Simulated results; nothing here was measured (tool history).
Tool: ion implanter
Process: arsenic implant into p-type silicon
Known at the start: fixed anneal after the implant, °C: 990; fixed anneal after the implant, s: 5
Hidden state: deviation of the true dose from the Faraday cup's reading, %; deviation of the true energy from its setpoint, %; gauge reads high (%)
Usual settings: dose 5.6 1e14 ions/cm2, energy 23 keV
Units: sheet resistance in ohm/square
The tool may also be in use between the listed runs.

run   hour  dose  energy  wafers since the last listed run  hours since the last dose calibration  hours since the extraction supply was calibrated  hours since the gauge calibration  read-back reference wafer on the same gauge, sheet resistance  sheet resistance
  1      0   5.6      23                                 0                                 1512.6                                            4083.4                                394                                                         175.98            210.34
      57.6  -- gauge calibrated
  2   63.4   5.6      23                               943                                   1576                                            4146.8                                5.8                                                         176.06            210.61
  3  108.8   5.6      23                               675                                 1621.4                                            4192.2                               51.2                                                         176.06            210.29
  4  145.4   5.6      23                               544                                   1658                                            4228.8                               87.8                                                         175.97            210.67
  5  214.3   5.6      23                              1025                                 1726.9                                            4297.7                              156.7                                                         176.05            210.33
  6  273.6   5.6      23                               882                                 1786.2                                              4357                                216                                                         175.99            210.52
  7  309.6   5.6      23                               535                                 1822.2                                              4393                                252                                                         175.91            210.44
  8  334.3  4.97    16.5                               367                                 1846.9                                            4417.7                              276.7                                                         176.08            239.18
  9  359.9   5.6      23                               381                                 1872.5                                            4443.3                              302.3                                                         176.06            209.54
       402  -- extraction supply calibrated
 10  402.9  6.64      15                               520                                 1915.5                                               0.9                              345.3                                                         176.01            209.96
 11  467.8  4.25      19                               965                                 1980.4                                              65.8                              410.2                                                         176.05            260.42
     479.4  -- gauge calibrated
     505.1  -- Faraday cup replaced and dose calibrated
 12  505.8   5.6      23                               446                                    0.7                                             103.8                               26.4                                                         175.93            218.42
 13  567.4  5.09    17.5                               916                                   62.3                                             165.4                                 88                                                         176.11            242.05
 14    622  6.57      18                               812                                  116.9                                               220                              142.6                                                         175.93            207.86
 15  665.5  6.64    25.5                               647                                  160.4                                             263.5                              186.1                                                         176.02            191.32

5 ways to go on from here, each from the tool as it stands after run 15. What would each give?
  A  665.9  6.71      23                                 5                                  160.8                                             263.9                              186.5                                                              ?                 ?
  B  665.9  4.51    19.5                                 5                                  160.8                                             263.9                              186.5                                                              ?                 ?
  C  665.9  4.76      30                                 5                                  160.8                                             263.9                              186.5                                                              ?                 ?
  D  665.9  4.33    29.5                                 5                                  160.8                                             263.9                              186.5                                                              ?                 ?
  E  665.9   5.6      17                                 5                                  160.8                                             263.9                              186.5                                                              ?                 ?

run  read-back reference wafer on the same gauge, sheet resistance  sheet resistance
  A                                                         176.04               194
  B                                                         176.04            256.56
  C                                                         176.04            230.83
  D                                                         176.04            247.65
  E                                                         176.04            228.34
Without the tool's hidden state the same runs would have given:
run  sheet resistance
  A            194.69
  B            257.66
  C            231.85
  D            248.76
  E            229.17

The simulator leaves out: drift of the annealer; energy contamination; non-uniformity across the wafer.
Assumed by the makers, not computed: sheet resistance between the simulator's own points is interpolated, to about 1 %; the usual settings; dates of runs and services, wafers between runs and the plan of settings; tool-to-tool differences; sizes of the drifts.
